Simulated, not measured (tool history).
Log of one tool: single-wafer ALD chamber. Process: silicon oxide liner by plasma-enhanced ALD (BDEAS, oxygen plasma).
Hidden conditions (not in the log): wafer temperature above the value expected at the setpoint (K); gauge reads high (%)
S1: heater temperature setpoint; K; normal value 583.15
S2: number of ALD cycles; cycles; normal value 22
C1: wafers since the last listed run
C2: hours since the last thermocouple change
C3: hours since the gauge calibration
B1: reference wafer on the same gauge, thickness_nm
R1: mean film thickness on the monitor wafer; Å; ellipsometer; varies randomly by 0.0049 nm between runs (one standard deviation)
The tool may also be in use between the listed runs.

run,day,S1,S2,C1,C2,C3,B1,R1
1,0.000,583.15,20,0,2393.7,490.0,1.837,17.95
2,2.154,589.15,22,484,2445.4,541.7,1.840,19.61
3,4.371,589.15,22,498,2498.6,594.9,1.839,19.53
4,6.746,589.15,22,534,2555.6,651.9,1.844,19.62
5,10.942,580.15,22,944,2656.3,752.6,1.844,19.93
6,13.942,580.15,22,675,2728.3,824.6,1.846,19.79
7,16.804,580.15,22,644,2797.0,893.3,1.849,19.89
8,18.854,577.15,22,461,2846.2,942.5,1.852,19.97
9,21.654,577.15,22,630,2913.4,1009.7,1.852,19.94
10,25.296,577.15,22,819,3000.8,1097.1,1.855,19.98
11,29.750,583.15,22,1002,3107.7,1204.0,1.856,19.92
# day 32.846: gauge calibrated
# day 33.362: thermocouple changed; heater temperature recalibrated
12,33.392,583.15,22,744,0.7,13.1,1.816,19.41
13,35.112,583.15,22,387,42.0,54.4,1.818,19.49
14,38.225,583.15,22,700,116.7,129.1,1.821,19.44
15,42.512,595.15,26,965,219.6,232.0,1.823,22.75
16,46.667,583.15,19,935,319.3,331.7,1.827,16.92
17,48.542,594.15,26,422,364.3,376.7,1.827,22.80
18,51.192,569.15,19,596,427.9,440.3,1.828,17.30
19,55.488,595.15,25,967,531.0,543.4,1.833,22.00
20,58.638,576.15,22,709,606.6,619.0,1.835,19.80
21,63.092,572.15,20,1002,713.5,725.9,1.837,18.00
22,64.812,583.15,24,387,754.8,767.2,1.838,21.53
23,68.008,598.15,24,719,831.5,843.9,1.841,20.96
24,71.717,583.15,23,834,920.5,932.9,1.842,20.56

3 ways to go on from here, each from the tool as it stands after run 24. What would each give?
A,71.733,568.15,22,3,920.9,933.3,?,?
B,71.733,572.15,24,3,920.9,933.3,?,?
C,71.733,592.15,21,3,920.9,933.3,?,?

run,B1,R1
A,1.841,20.21
B,1.841,21.78
C,1.841,18.59
Without the tool's unlogged condition, the same runs would have read:
run,R1
A,19.97
B,21.53
C,18.37
